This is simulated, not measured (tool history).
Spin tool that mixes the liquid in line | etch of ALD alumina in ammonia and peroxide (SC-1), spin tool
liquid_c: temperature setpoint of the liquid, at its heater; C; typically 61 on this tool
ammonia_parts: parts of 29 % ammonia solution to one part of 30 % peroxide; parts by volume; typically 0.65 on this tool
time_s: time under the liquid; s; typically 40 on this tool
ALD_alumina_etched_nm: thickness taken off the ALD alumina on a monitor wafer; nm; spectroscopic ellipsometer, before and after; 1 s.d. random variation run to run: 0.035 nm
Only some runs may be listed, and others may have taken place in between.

run	hour	liquid_c	ammonia_parts	time_s	read-back film thickness of the ALD alumina reference wafer, read on the same gauge (nm)	ALD_alumina_etched_nm
1	0	61	0.65	40	150.01	5.23
2	6.2	61	0.65	40	149.96	5.3
3	24	61	0.65	30	149.98	3.91
4	34.2	61	0.65	30	149.99	3.94
5	44	61	0.8	40	150.02	5.39
6	53.3	61	0.8	40	150	5.3
7	62.2	61	0.8	40	149.99	5.34
# hour 63.3: new drum of ammonia solution connected
# hour 80: heated supply line repaired
8	80.5	61	0.65	40	150	6.27
9	93	61	0.65	40	150.03	6.3
10	103.4	61	0.75	40	150.01	6.43
# hour 117.6: ammonia flow meter replaced
11	120.5	52.5	0.9	20	149.98	2.06
12	134.5	61	0.65	40	150.02	6.33
13	150.1	61	0.65	40	150.02	6.26
14	157.4	56	0.4	50	150.01	5.79
# hour 171.3: gauge calibrated
15	181.2	53	0.65	40	149.97	4.12
# hour 183.9: thermometer replaced
16	191.9	61	0.65	40	150.01	6.27
17	218.7	61	0.65	30	149.99	4.71
18	226.7	70	0.75	20	150.02	4.96
19	234	57	0.65	40	150.03	5.09
20	245.1	68.5	0.5	55	150.01	12.02
21	260.3	61	0.65	55	149.97	8.57
22	274.9	61	0.85	50	149.99	8.02
23	286.1	61	0.35	40	150.01	5.9
24	300.9	61	0.35	30	149.99	4.43

What the log doesn't show, run by run:
liquid colder than its thermometer reads (K): 0 in every run
ammonia flow above the setpoint (%): 0 in every run
ammonia solution weaker than its label (%): 0 in every run
gauge reads high (%): 0 in every run
H1: temperature lost on the way to the wafer (K)
run	H1
1	3.71
2	3.72
3	3.74
4	3.76
5	3.77
6	3.79
7	3.8
8	0.0109
9	0.0288
10	0.0436
11	0.0681
12	0.0881
13	0.11
14	0.121
15	0.155
16	0.17
17	0.208
18	0.22
19	0.23
20	0.246
21	0.268
22	0.289
23	0.305
24	0.326

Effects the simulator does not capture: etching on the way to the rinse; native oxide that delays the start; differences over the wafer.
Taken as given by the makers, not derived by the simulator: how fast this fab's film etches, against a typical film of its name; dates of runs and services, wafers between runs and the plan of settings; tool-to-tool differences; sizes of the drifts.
